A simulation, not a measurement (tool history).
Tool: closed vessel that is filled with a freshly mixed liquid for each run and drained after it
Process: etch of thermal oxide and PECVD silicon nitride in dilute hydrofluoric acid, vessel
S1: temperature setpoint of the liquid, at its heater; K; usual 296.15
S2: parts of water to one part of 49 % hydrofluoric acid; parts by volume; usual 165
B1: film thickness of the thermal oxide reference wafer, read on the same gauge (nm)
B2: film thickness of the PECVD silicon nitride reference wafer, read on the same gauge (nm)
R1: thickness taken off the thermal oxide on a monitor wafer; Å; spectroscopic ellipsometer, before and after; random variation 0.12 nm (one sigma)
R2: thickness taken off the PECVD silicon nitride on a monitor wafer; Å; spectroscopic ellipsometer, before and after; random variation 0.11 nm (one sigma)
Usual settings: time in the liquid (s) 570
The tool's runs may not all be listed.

{"run": 1, "hour": 0.0, "S1": 296.15, "S2": 165, "time in the liquid (s)": 570, "B1": 89.99, "B2": 99.98, "R1": 139.7, "R2": 119.7}
{"hour": 24.9, "done": "hydrofluoric acid flow meter replaced"}
{"run": 2, "hour": 202.8, "S1": 296.15, "S2": 165, "time in the liquid (s)": 570, "B1": 89.99, "B2": 99.97, "R1": 129, "R2": 112.6}
{"run": 3, "hour": 280.6, "S1": 296.15, "S2": 165, "time in the liquid (s)": 570, "B1": 90, "B2": 99.95, "R1": 129.1, "R2": 112.1}
{"run": 4, "hour": 334.2, "S1": 296.15, "S2": 165, "time in the liquid (s)": 570, "B1": 89.99, "B2": 99.97, "R1": 127.7, "R2": 114.4}
{"run": 5, "hour": 441.0, "S1": 296.15, "S2": 90, "time in the liquid (s)": 455, "B1": 89.99, "B2": 99.99, "R1": 207.4, "R2": 163.4}
{"run": 6, "hour": 528.7, "S1": 296.15, "S2": 230, "time in the liquid (s)": 385, "B1": 90, "B2": 99.99, "R1": 56.6, "R2": 54.4}
{"hour": 537.6, "done": "hydrofluoric acid flow meter replaced, repeated, since the last time left the tool worse"}
{"run": 7, "hour": 626.9, "S1": 296.15, "S2": 165, "time in the liquid (s)": 570, "B1": 90.01, "B2": 99.99, "R1": 147.3, "R2": 129.1}
{"run": 8, "hour": 705.0, "S1": 296.15, "S2": 165, "time in the liquid (s)": 570, "B1": 89.99, "B2": 100.03, "R1": 145.5, "R2": 129.1}
{"hour": 719.3, "done": "thermometer replaced"}
{"run": 9, "hour": 764.5, "S1": 300.65, "S2": 225, "time in the liquid (s)": 750, "B1": 90, "B2": 100.03, "R1": 156.6, "R2": 163.3}
{"run": 10, "hour": 819.4, "S1": 296.15, "S2": 100, "time in the liquid (s)": 710, "B1": 90, "B2": 99.97, "R1": 329.2, "R2": 262.7}
{"run": 11, "hour": 875.2, "S1": 296.15, "S2": 210, "time in the liquid (s)": 570, "B1": 90, "B2": 100.03, "R1": 110.3, "R2": 98.4}
{"run": 12, "hour": 947.6, "S1": 296.15, "S2": 210, "time in the liquid (s)": 570, "B1": 90.02, "B2": 99.99, "R1": 107.8, "R2": 99.1}
{"run": 13, "hour": 1029.5, "S1": 296.15, "S2": 125, "time in the liquid (s)": 570, "B1": 90.01, "B2": 99.99, "R1": 202.2, "R2": 165}
{"run": 14, "hour": 1077.4, "S1": 300.65, "S2": 115, "time in the liquid (s)": 570, "B1": 89.99, "B2": 100.07, "R1": 266.5, "R2": 239.1}

Forecast run 15:
{"run": 15, "hour": 1116.6, "S1": 296.15, "S2": 165, "time in the liquid (s)": 570, "B1": "?", "B2": "?", "R1": "?", "R2": "?"}

Run 15 gave B1 89.98, B2 100.05, R1 144.9 Å, R2 124.1 Å.
Without the tool's hidden state the same run would have given R1 151.9 Å, R2 129.1 Å.
